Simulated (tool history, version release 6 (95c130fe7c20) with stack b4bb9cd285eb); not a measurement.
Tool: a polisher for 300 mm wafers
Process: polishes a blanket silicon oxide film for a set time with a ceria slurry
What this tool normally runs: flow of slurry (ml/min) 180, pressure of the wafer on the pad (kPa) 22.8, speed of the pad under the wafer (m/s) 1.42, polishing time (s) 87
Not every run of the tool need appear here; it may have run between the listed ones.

run,day,flow of slurry (ml/min),pressure of the wafer on the pad (kPa),speed of the pad under the wafer (m/s),polishing time (s),"incoming thickness of the incoming film, nm",film removed (Å)
1,0.000,180,22.8,1.42,75,1878.8,5452
2,3.975,180,22.8,1.42,75,1882.9,5316
# day 6.962: slurry nozzle cleaned
3,8.233,180,22.8,1.76,87,1903.6,7282
4,11.654,180,22.8,1.76,87,1866.8,7119
# day 12.212: head pressure recalibrated
5,13.188,180,22.8,1.42,87,1904.5,6444
6,15.617,180,22.8,1.42,87,1895.1,6494
7,17.133,180,18.6,1.42,87,1887.7,5381
# day 20.908: worn pad replaced by a new one
8,29.046,180,18.6,1.42,87,1877.9,5289
9,31.625,180,16.5,1.42,67,1860.1,3589
10,33.846,180,16.5,1.42,67,1888.6,3574
11,37.525,180,22.8,1.02,87,1885.2,4252
12,39.442,180,22.8,1.02,87,1846.8,4304
# day 40.175: slurry nozzle cleaned
13,41.117,180,22.8,1.02,87,1881.2,4152
# day 44.246: head pressure recalibrated
14,45.396,180,22.8,1.42,87,1852.9,6664
# day 47.021: worn pad replaced by a new one
15,50.558,180,22.8,1.18,87,1878.4,5525
16,53.358,180,22.8,1.18,87,1892.3,5466
17,56.092,180,22.8,1.42,87,1886.6,6677
18,57.908,180,22.8,1.42,87,1890.6,6505
19,61.450,180,22.8,1.90,87,1868.4,8613
20,63.408,180,22.8,1.42,87,1877.7,6399
21,66.596,130,17.9,1.42,87,1891.1,4745
22,68.688,160,26.2,1.42,87,1898.2,6928
23,71.017,120,22.8,1.42,72,1860.5,4596
# day 72.175: worn pad replaced by a new one
24,74.625,180,22.8,1.42,87,1864.5,5926
# day 74.692: slurry nozzle cleaned
25,77.679,235,20.0,1.58,87,1850.5,5905
# day 78.788: head pressure recalibrated
26,80.254,180,29.0,1.42,87,1867.3,7942
27,84.546,180,20.0,1.42,105,1906.4,7002
28,86.988,180,25.5,1.78,99,1857.2,10247
29,89.296,230,22.8,1.04,87,1882.1,4813
30,91.442,180,22.8,1.04,87,1888.5,4769
# day 92.646: worn pad replaced by a new one
31,95.300,180,22.8,1.42,87,1865.2,6246
32,98.333,230,22.8,1.42,109,1873.3,8130
33,101.212,180,16.5,1.42,78,1892.8,4113
34,103.929,180,22.8,1.42,105,1849.9,7403
35,105.825,180,26.9,1.42,66,1881.2,5253
36,109.671,180,22.8,1.42,87,1870.2,5863
# day 111.033: slurry nozzle cleaned
# day 112.096: head pressure recalibrated
37,113.554,230,28.3,1.70,87,1878.6,9902

Below are 3 alternative next runs, each starting from the tool's condition after run 37. Predict each:
A,113.571,180,22.8,1.42,115,1900.2,?
B,113.571,180,26.2,1.42,87,1900.2,?
C,113.571,245,30.3,1.42,87,1900.2,?

run,film removed (Å)
A,8722
B,7520
C,8979
Without the tool's hidden state the same runs would have given:
run,film removed (Å)
A,8797
B,7585
C,9058
